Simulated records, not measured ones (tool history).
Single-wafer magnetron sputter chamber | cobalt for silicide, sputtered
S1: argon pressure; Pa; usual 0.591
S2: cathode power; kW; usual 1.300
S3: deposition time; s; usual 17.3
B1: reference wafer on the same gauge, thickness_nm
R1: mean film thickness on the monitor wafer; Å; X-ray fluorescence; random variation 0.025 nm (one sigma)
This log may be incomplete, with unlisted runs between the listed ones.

| run | hour | S1 | S2 | S3 | B1 | R1 |
|---|---|---|---|---|---|---|
| 1 | 0.0 | 0.591 | 1.450 | 15.6 | 10.200 | 108.73 |
| 2 | 33.5 | 0.591 | 1.450 | 15.6 | 10.201 | 108.36 |
| 3 | 52.6 | 0.591 | 1.150 | 17.3 | 10.202 | 95.35 |
| 4 | 83.0 | 0.591 | 1.300 | 17.3 | 10.201 | 107.13 |
| 5 | 102.3 | 0.591 | 1.300 | 17.3 | 10.200 | 106.53 |
| 6 | 116.5 | 0.591 | 1.300 | 17.3 | 10.199 | 106.60 |
| 7 | 131.4 | 0.591 | 1.400 | 17.3 | 10.202 | 114.50 |
|  | 180.4 | sputter target and shields replaced |
| 8 | 190.3 | 0.591 | 1.300 | 17.3 | 10.202 | 109.01 |
| 9 | 205.6 | 0.591 | 1.300 | 17.3 | 10.198 | 108.62 |
| 10 | 224.1 | 0.591 | 1.300 | 17.3 | 10.201 | 108.03 |
| 11 | 258.2 | 0.591 | 1.300 | 17.3 | 10.201 | 107.72 |
| 12 | 279.5 | 0.591 | 1.300 | 16.1 | 10.204 | 99.95 |
| 13 | 302.7 | 0.591 | 1.300 | 16.1 | 10.196 | 99.80 |
| 14 | 316.6 | 0.457 | 1.150 | 14.9 | 10.195 | 85.20 |
| 15 | 335.6 | 0.777 | 1.000 | 14.7 | 10.195 | 65.35 |
| 16 | 362.4 | 0.591 | 1.300 | 18.3 | 10.200 | 112.81 |
| 17 | 384.1 | 0.488 | 1.200 | 17.3 | 10.195 | 101.36 |
|  | 395.1 | magnet pack replaced, of another model than before |
|  | 403.7 | sputter target and shields replaced |
| 18 | 415.1 | 0.785 | 1.450 | 15.1 | 10.203 | 102.73 |
| 19 | 445.7 | 0.591 | 1.300 | 17.3 | 10.197 | 108.45 |
|  | 447.4 | gauge calibrated |
|  | 464.0 | capacitance manometer re-zeroed and calibrated |
| 20 | 475.7 | 0.591 | 1.500 | 13.8 | 10.202 | 99.67 |
| 21 | 489.4 | 0.715 | 1.400 | 17.3 | 10.204 | 113.53 |
| 22 | 515.3 | 0.591 | 1.300 | 17.3 | 10.195 | 107.48 |
| 23 | 542.5 | 0.591 | 1.450 | 19.1 | 10.204 | 132.69 |
| 24 | 567.2 | 0.788 | 1.000 | 19.0 | 10.194 | 87.55 |
| 25 | 588.9 | 0.591 | 1.300 | 17.3 | 10.204 | 106.72 |
| 26 | 623.7 | 0.463 | 1.300 | 17.3 | 10.200 | 108.60 |

Run by run, hidden condition taken away, random variation retained:
Hidden state present: deposition rate above that of a new target (%); true argon pressure above the setpoint (%); gauge reads high (%).
| run | R1 |
|---|---|
| 1 | 109.77 |
| 2 | 109.84 |
| 3 | 96.88 |
| 4 | 109.26 |
| 5 | 108.90 |
| 6 | 109.17 |
| 7 | 117.47 |
| 8 | 109.62 |
| 9 | 109.44 |
| 10 | 109.08 |
| 11 | 109.23 |
| 12 | 101.61 |
| 13 | 101.75 |
| 14 | 87.02 |
| 15 | 66.90 |
| 16 | 115.86 |
| 17 | 104.39 |
| 18 | 103.02 |
| 19 | 109.16 |
| 20 | 100.70 |
| 21 | 114.89 |
| 22 | 109.11 |
| 23 | 135.16 |
| 24 | 89.45 |
| 25 | 109.33 |
| 26 | 111.74 |
